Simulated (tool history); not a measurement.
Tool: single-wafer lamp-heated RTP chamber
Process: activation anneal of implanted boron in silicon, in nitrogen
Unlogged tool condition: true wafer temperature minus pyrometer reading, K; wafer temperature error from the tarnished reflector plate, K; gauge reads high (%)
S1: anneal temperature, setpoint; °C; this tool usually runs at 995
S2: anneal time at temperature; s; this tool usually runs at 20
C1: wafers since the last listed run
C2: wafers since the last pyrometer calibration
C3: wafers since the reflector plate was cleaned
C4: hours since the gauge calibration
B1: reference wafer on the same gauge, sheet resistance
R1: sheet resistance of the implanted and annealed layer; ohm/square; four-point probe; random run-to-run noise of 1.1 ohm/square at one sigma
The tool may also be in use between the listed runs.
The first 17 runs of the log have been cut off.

{"day": 64.825, "done": "pyrometer window cleaned and pyrometer calibrated"}
{"run": 18, "day": 65.521, "S1": 1007, "S2": 32, "C1": 994, "C2": 253, "C3": 3160, "C4": 2586.4, "B1": 690.69, "R1": 701.53}
{"run": 19, "day": 67.075, "S1": 965, "S2": 9, "C1": 564, "C2": 817, "C3": 3725, "C4": 2623.7, "B1": 690.23, "R1": 730.74}
{"run": 20, "day": 71.067, "S1": 995, "S2": 20, "C1": 1450, "C2": 2268, "C3": 5175, "C4": 2719.5, "B1": 689.26, "R1": 707.42}
{"run": 21, "day": 74.521, "S1": 995, "S2": 20, "C1": 1255, "C2": 3523, "C3": 6430, "C4": 2802.4, "B1": 688.59, "R1": 706.09}
{"day": 77.45, "done": "gauge calibrated"}
{"run": 22, "day": 77.692, "S1": 995, "S2": 20, "C1": 1152, "C2": 4675, "C3": 7583, "C4": 5.8, "B1": 699.9, "R1": 718.04}
{"run": 23, "day": 80.9, "S1": 1008, "S2": 30, "C1": 1165, "C2": 5841, "C3": 8748, "C4": 82.8, "B1": 699.87, "R1": 712.89}
{"run": 24, "day": 84.988, "S1": 1003, "S2": 20, "C1": 1485, "C2": 7326, "C3": 10234, "C4": 180.9, "B1": 699.68, "R1": 716.46}
{"run": 25, "day": 88.438, "S1": 968, "S2": 12, "C1": 1253, "C2": 8580, "C3": 11487, "C4": 263.7, "B1": 699.53, "R1": 736.15}
{"run": 26, "day": 90.438, "S1": 995, "S2": 20, "C1": 726, "C2": 9307, "C3": 12214, "C4": 311.7, "B1": 699.72, "R1": 716.17}
{"day": 92.167, "done": "reflector plate cleaned"}
{"run": 27, "day": 94.171, "S1": 995, "S2": 20, "C1": 1235, "C2": 10542, "C3": 728, "C4": 401.3, "B1": 699.66, "R1": 717.45}
{"run": 28, "day": 95.779, "S1": 995, "S2": 20, "C1": 584, "C2": 11127, "C3": 1313, "C4": 439.9, "B1": 699.77, "R1": 714.35}
{"day": 96.679, "done": "pyrometer window cleaned and pyrometer calibrated"}
{"run": 29, "day": 108.221, "S1": 986, "S2": 27, "C1": 4399, "C2": 4194, "C3": 5713, "C4": 738.5, "B1": 698.98, "R1": 715.72}
{"run": 30, "day": 111.817, "S1": 1021, "S2": 23, "C1": 1306, "C2": 5500, "C3": 7019, "C4": 824.8, "B1": 698.76, "R1": 711.24}
{"run": 31, "day": 114.967, "S1": 974, "S2": 11, "C1": 1144, "C2": 6645, "C3": 8164, "C4": 900.4, "B1": 698.54, "R1": 731.5}
{"run": 32, "day": 118.775, "S1": 975, "S2": 27, "C1": 1383, "C2": 8029, "C3": 9548, "C4": 991.8, "B1": 698.2, "R1": 720.6}
{"run": 33, "day": 122.625, "S1": 995, "S2": 20, "C1": 1399, "C2": 9428, "C3": 10947, "C4": 1084.2, "B1": 698.06, "R1": 716.05}
{"day": 123.417, "done": "pyrometer window cleaned and pyrometer calibrated"}
{"day": 124.979, "done": "reflector plate cleaned"}
{"run": 34, "day": 126.792, "S1": 1014, "S2": 11, "C1": 1271, "C2": 1104, "C3": 657, "C4": 1184.2, "B1": 698.04, "R1": 716.2}
{"run": 35, "day": 130.879, "S1": 1025, "S2": 30, "C1": 1485, "C2": 2590, "C3": 2143, "C4": 1282.3, "B1": 697.06, "R1": 705.15}
{"run": 36, "day": 133.742, "S1": 995, "S2": 20, "C1": 1040, "C2": 3630, "C3": 3183, "C4": 1351, "B1": 696.93, "R1": 713.65}

Here are 4 independent what-if runs from the current tool condition. What would each one return?
{"run": "A", "day": 133.758, "S1": 995, "S2": 9, "C1": 6, "C2": 3636, "C3": 3189, "C4": 1351.4, "B1": "?", "R1": "?"}
{"run": "B", "day": 133.758, "S1": 1007, "S2": 12, "C1": 6, "C2": 3636, "C3": 3189, "C4": 1351.4, "B1": "?", "R1": "?"}
{"run": "C", "day": 133.758, "S1": 1006, "S2": 20, "C1": 6, "C2": 3636, "C3": 3189, "C4": 1351.4, "B1": "?", "R1": "?"}
{"run": "D", "day": 133.758, "S1": 975, "S2": 15, "C1": 6, "C2": 3636, "C3": 3189, "C4": 1351.4, "B1": "?", "R1": "?"}

run=A B1=696.72 R1=717.45
run=B B1=696.72 R1=713.27
run=C B1=696.72 R1=710.58
run=D B1=696.72 R1=723.94
Take away the tool's hidden state, keep each run's random variation, and the runs would have read:
run=A R1=722.71
run=B R1=718.51
run=C R1=715.79
run=D R1=729.25

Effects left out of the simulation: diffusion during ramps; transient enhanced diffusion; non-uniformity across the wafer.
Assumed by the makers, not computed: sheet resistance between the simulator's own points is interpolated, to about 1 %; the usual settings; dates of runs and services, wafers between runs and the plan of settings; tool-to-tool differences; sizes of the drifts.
